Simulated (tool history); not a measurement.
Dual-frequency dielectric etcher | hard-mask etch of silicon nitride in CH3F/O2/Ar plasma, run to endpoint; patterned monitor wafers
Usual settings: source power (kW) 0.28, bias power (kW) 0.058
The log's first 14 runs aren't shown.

| run | hour | source power (kW) | bias power (kW) | wafers since the last listed run | hours since the last wet clean | hours since the last source power generator calibration | hours since the last bias power generator calibration | hours since the last upper electrode change | incoming incoming film thickness, nm | endpoint time (s) |
|---|---|---|---|---|---|---|---|---|---|---|
| 15 | 334.1 | 0.21 | 0.045 | 476 | 224 | 2683.2 | 199.6 | 4263.1 | 50.6 | 106.1 |
| 16 | 362.5 | 0.23 | 0.066 | 386 | 252.4 | 2711.6 | 228 | 4291.5 | 51.2 | 96 |
| 17 | 395.2 | 0.28 | 0.053 | 444 | 285.1 | 2744.3 | 260.7 | 4324.2 | 50.6 | 90.7 |
| 18 | 416 | 0.35 | 0.053 | 282 | 305.9 | 2765.1 | 281.5 | 4345 | 51.3 | 84.4 |
| 19 | 450.4 | 0.28 | 0.058 | 467 | 340.3 | 2799.5 | 315.9 | 4379.4 | 51.7 | 91.1 |
|  | 478.2 | source power generator calibrated |
| 20 | 540.8 | 0.28 | 0.067 | 1175 | 430.7 | 62.6 | 406.3 | 4469.8 | 51.2 | 87.3 |
| 21 | 568.4 | 0.28 | 0.058 | 375 | 458.3 | 90.2 | 433.9 | 4497.4 | 50.8 | 88.8 |
| 22 | 597.9 | 0.28 | 0.058 | 401 | 487.8 | 119.7 | 463.4 | 4526.9 | 51.6 | 89.9 |
| 23 | 623.2 | 0.28 | 0.049 | 344 | 513.1 | 145 | 488.7 | 4552.2 | 51.2 | 91.7 |
|  | 664.7 | wet clean of the chamber |
|  | 678.3 | upper electrode replaced |
| 24 | 678.8 | 0.23 | 0.058 | 245 | 14.1 | 200.6 | 544.3 | 0.5 | 51.4 | 99.9 |
| 25 | 679.1 | 0.28 | 0.058 | 4 | 14.4 | 200.9 | 544.6 | 0.8 | 51.2 | 92.1 |
| 26 | 712 | 0.28 | 0.052 | 447 | 47.3 | 233.8 | 577.5 | 33.7 | 51.5 | 94.6 |
| 27 | 731.9 | 0.3 | 0.069 | 270 | 67.2 | 253.7 | 597.4 | 53.6 | 51.3 | 86.5 |
| 28 | 755.8 | 0.35 | 0.062 | 325 | 91.1 | 277.6 | 621.3 | 77.5 | 51.5 | 82.7 |
| 29 | 780.7 | 0.24 | 0.049 | 338 | 116 | 302.5 | 646.2 | 102.4 | 51.1 | 100.6 |
| 30 | 797.3 | 0.28 | 0.058 | 225 | 132.6 | 319.1 | 662.8 | 119 | 51.4 | 91.5 |
| 31 | 821.5 | 0.28 | 0.058 | 329 | 156.8 | 343.3 | 687 | 143.2 | 51.3 | 91.2 |
| 32 | 846.1 | 0.22 | 0.054 | 334 | 181.4 | 367.9 | 711.6 | 167.8 | 51.3 | 101.9 |
| 33 | 876 | 0.28 | 0.058 | 406 | 211.3 | 397.8 | 741.5 | 197.7 | 50.6 | 89.3 |
| 34 | 901 | 0.25 | 0.052 | 340 | 236.3 | 422.8 | 766.5 | 222.7 | 51.2 | 96.9 |
| 35 | 916.6 | 0.28 | 0.064 | 212 | 251.9 | 438.4 | 782.1 | 238.3 | 51.3 | 89.3 |
| 36 | 935.6 | 0.28 | 0.05 | 258 | 270.9 | 457.4 | 801.1 | 257.3 | 51 | 92.8 |

Forecast each of these 3 alternatives for the next run:
| A | 936 | 0.33 | 0.058 | 5 | 271.3 | 457.8 | 801.5 | 257.7 | 51.5 | ? |
| B | 936 | 0.31 | 0.051 | 5 | 271.3 | 457.8 | 801.5 | 257.7 | 51.5 | ? |
| C | 936 | 0.32 | 0.065 | 5 | 271.3 | 457.8 | 801.5 | 257.7 | 51.5 | ? |

| run | endpoint time (s) |
|---|---|
| A | 85.2 |
| B | 89.5 |
| C | 84.3 |
Without the tool's hidden state the same runs would have given:
| run | endpoint time (s) |
|---|---|
| A | 86.7 |
| B | 91.1 |
| C | 85.8 |
